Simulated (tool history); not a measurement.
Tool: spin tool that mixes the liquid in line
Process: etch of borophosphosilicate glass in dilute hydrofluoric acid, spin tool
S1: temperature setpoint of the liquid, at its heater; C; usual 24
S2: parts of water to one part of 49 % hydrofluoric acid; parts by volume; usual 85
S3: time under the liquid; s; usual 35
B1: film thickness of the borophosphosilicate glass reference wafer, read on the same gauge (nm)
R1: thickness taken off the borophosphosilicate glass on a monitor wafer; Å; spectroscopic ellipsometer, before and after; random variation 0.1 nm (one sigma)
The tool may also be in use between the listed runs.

run	hour	S1	S2	S3	B1	R1
1	0	24	85	35	109.99	131.9
2	62.1	24	85	35	110	132.7
3	170.2	24	85	35	110	132.1
4	233.3	24	85	35	109.99	131.2
5	316.7	24	85	35	109.98	131.3
# hour 355.4: hydrofluoric acid flow meter replaced
6	416.9	24	85	35	110.02	130.8
7	501	24	85	35	109.99	129.4
8	639.7	24	85	35	110	127
9	891.4	24	85	35	110.01	128.4
10	991.6	24	85	35	110	127.1
11	1051.8	24	85	35	110	127.1
# hour 1088.1: gauge calibrated
12	1152.3	24	85	35	109.99	127.5
# hour 1183.7: thermometer replaced
13	1217.1	24	85	35	110.01	140.6
14	1269.1	24	55	35	109.95	225.9
15	1541.2	24	85	35	109.95	138.5
16	1603.4	24	95	35	110	123.2
# hour 1746.8: hydrofluoric acid flow meter replaced
17	1837.5	24	85	45	110.04	175
18	1895.6	20.5	85	55	109.99	186.5
19	1993.6	27.5	85	40	110.06	179
20	2081.6	24	105	30	110.02	91
21	2149	24	110	55	110.01	159.2
22	2208.8	20	100	40	110.02	108.6
23	2283.6	24	110	20	110.01	57.4
24	2381.7	24	85	35	110.03	132.1
# hour 2419.8: gauge calibrated
25	2443	27	120	25	109.99	72.2
26	2488	24	85	35	110	134.2
27	2568.2	19	60	30	110.01	134
28	2735.3	29	85	15	109.96	68.6

The tool's hidden state at each run:
hydrofluoric acid flow above the setpoint (%): 0 in every run
gauge reads high (%): 0 in every run
H1: liquid colder than its thermometer reads (K)
run	H1
1	1.53
2	1.59
3	1.69
4	1.75
5	1.83
6	1.93
7	2.01
8	2.14
9	2.37
10	2.47
11	2.52
12	2.62
13	0.184
14	0.233
15	0.488
16	0.547
17	0.767
18	0.821
19	0.913
20	0.996
21	1.06
22	1.12
23	1.19
24	1.28
25	1.34
26	1.38
27	1.45
28	1.61
